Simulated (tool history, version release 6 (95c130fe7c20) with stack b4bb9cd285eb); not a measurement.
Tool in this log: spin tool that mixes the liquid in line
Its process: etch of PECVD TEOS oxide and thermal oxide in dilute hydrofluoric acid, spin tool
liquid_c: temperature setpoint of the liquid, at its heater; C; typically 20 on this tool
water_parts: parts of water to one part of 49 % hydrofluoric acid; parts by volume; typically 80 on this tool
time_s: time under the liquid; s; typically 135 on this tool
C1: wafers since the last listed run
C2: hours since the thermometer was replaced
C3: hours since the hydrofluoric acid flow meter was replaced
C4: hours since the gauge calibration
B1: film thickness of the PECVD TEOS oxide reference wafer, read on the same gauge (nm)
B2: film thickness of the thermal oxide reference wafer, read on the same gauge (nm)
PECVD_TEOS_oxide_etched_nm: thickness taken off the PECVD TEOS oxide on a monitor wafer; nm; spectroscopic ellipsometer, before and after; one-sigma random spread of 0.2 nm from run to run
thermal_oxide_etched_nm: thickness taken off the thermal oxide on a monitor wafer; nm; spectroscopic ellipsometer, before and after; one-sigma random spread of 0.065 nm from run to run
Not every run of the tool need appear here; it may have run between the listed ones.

{"run": 1, "hour": 0.0, "liquid_c": 20, "water_parts": 80, "time_s": 135, "C1": 0, "C2": 752.8, "C3": 833.9, "C4": 1666.6, "B1": 40.01, "B2": 149.99, "PECVD_TEOS_oxide_etched_nm": 25.15, "thermal_oxide_etched_nm": 7.47}
{"run": 2, "hour": 46.4, "liquid_c": 20, "water_parts": 80, "time_s": 135, "C1": 341, "C2": 799.2, "C3": 880.3, "C4": 1713, "B1": 39.98, "B2": 150.01, "PECVD_TEOS_oxide_etched_nm": 24.56, "thermal_oxide_etched_nm": 7.62}
{"run": 3, "hour": 142.8, "liquid_c": 20, "water_parts": 80, "time_s": 135, "C1": 710, "C2": 895.6, "C3": 976.7, "C4": 1809.4, "B1": 40.02, "B2": 150.01, "PECVD_TEOS_oxide_etched_nm": 25.21, "thermal_oxide_etched_nm": 7.52}
{"run": 4, "hour": 223.6, "liquid_c": 20, "water_parts": 80, "time_s": 135, "C1": 595, "C2": 976.4, "C3": 1057.5, "C4": 1890.2, "B1": 39.98, "B2": 150, "PECVD_TEOS_oxide_etched_nm": 25.47, "thermal_oxide_etched_nm": 7.57}
{"run": 5, "hour": 286.5, "liquid_c": 20, "water_parts": 80, "time_s": 135, "C1": 463, "C2": 1039.3, "C3": 1120.4, "C4": 1953.1, "B1": 39.99, "B2": 150, "PECVD_TEOS_oxide_etched_nm": 25.4, "thermal_oxide_etched_nm": 7.6}
{"run": 6, "hour": 325.4, "liquid_c": 20, "water_parts": 80, "time_s": 135, "C1": 286, "C2": 1078.2, "C3": 1159.3, "C4": 1992, "B1": 39.96, "B2": 150.02, "PECVD_TEOS_oxide_etched_nm": 26.1, "thermal_oxide_etched_nm": 7.69}
{"run": 7, "hour": 430.3, "liquid_c": 20, "water_parts": 80, "time_s": 135, "C1": 773, "C2": 1183.1, "C3": 1264.2, "C4": 2096.9, "B1": 39.99, "B2": 150.02, "PECVD_TEOS_oxide_etched_nm": 26.02, "thermal_oxide_etched_nm": 7.87}
{"run": 8, "hour": 527.7, "liquid_c": 20, "water_parts": 80, "time_s": 135, "C1": 717, "C2": 1280.5, "C3": 1361.6, "C4": 2194.3, "B1": 39.99, "B2": 150.02, "PECVD_TEOS_oxide_etched_nm": 25.58, "thermal_oxide_etched_nm": 7.88}
{"hour": 586.9, "done": "gauge calibrated"}
{"run": 9, "hour": 628.4, "liquid_c": 20, "water_parts": 80, "time_s": 135, "C1": 742, "C2": 1381.2, "C3": 1462.3, "C4": 41.5, "B1": 39.99, "B2": 150.01, "PECVD_TEOS_oxide_etched_nm": 26.48, "thermal_oxide_etched_nm": 7.86}
{"run": 10, "hour": 676.8, "liquid_c": 20, "water_parts": 80, "time_s": 135, "C1": 356, "C2": 1429.6, "C3": 1510.7, "C4": 89.9, "B1": 40, "B2": 150.02, "PECVD_TEOS_oxide_etched_nm": 26.57, "thermal_oxide_etched_nm": 7.98}
{"run": 11, "hour": 731.2, "liquid_c": 20, "water_parts": 80, "time_s": 135, "C1": 400, "C2": 1484, "C3": 1565.1, "C4": 144.3, "B1": 40.01, "B2": 149.99, "PECVD_TEOS_oxide_etched_nm": 26.73, "thermal_oxide_etched_nm": 8.13}
{"run": 12, "hour": 817.1, "liquid_c": 17, "water_parts": 115, "time_s": 75, "C1": 632, "C2": 1569.9, "C3": 1651, "C4": 230.2, "B1": 39.95, "B2": 149.97, "PECVD_TEOS_oxide_etched_nm": 8.91, "thermal_oxide_etched_nm": 2.66}
{"hour": 868.9, "done": "hydrofluoric acid flow meter replaced"}
{"run": 13, "hour": 916.1, "liquid_c": 20, "water_parts": 80, "time_s": 190, "C1": 722, "C2": 1668.9, "C3": 47.2, "C4": 329.2, "B1": 39.99, "B2": 150, "PECVD_TEOS_oxide_etched_nm": 34.94, "thermal_oxide_etched_nm": 10.46}
{"run": 14, "hour": 982.4, "liquid_c": 20, "water_parts": 80, "time_s": 135, "C1": 488, "C2": 1735.2, "C3": 113.5, "C4": 395.5, "B1": 40, "B2": 150, "PECVD_TEOS_oxide_etched_nm": 24.6, "thermal_oxide_etched_nm": 7.4}
{"run": 15, "hour": 1039.8, "liquid_c": 20, "water_parts": 80, "time_s": 135, "C1": 422, "C2": 1792.6, "C3": 170.9, "C4": 452.9, "B1": 39.99, "B2": 149.98, "PECVD_TEOS_oxide_etched_nm": 25.08, "thermal_oxide_etched_nm": 7.44}
{"run": 16, "hour": 1147.5, "liquid_c": 20, "water_parts": 80, "time_s": 135, "C1": 793, "C2": 1900.3, "C3": 278.6, "C4": 560.6, "B1": 39.97, "B2": 149.99, "PECVD_TEOS_oxide_etched_nm": 25.25, "thermal_oxide_etched_nm": 7.5}

What does the tool deliver on the next run?
{"hour": 1182.1, "done": "thermometer replaced"}
{"run": 17, "hour": 1212.4, "liquid_c": 24, "water_parts": 90, "time_s": 210, "C1": 470, "C2": 30.3, "C3": 343.5, "C4": 625.5, "B1": "?", "B2": "?", "PECVD_TEOS_oxide_etched_nm": "?", "thermal_oxide_etched_nm": "?"}

Run 17 measured B1 39.97, B2 150, PECVD_TEOS_oxide_etched_nm 37.46 nm, thermal_oxide_etched_nm 11.41 nm.
Without the tool's hidden state the same run would have given PECVD_TEOS_oxide_etched_nm 35.7 nm, thermal_oxide_etched_nm 10.88 nm.

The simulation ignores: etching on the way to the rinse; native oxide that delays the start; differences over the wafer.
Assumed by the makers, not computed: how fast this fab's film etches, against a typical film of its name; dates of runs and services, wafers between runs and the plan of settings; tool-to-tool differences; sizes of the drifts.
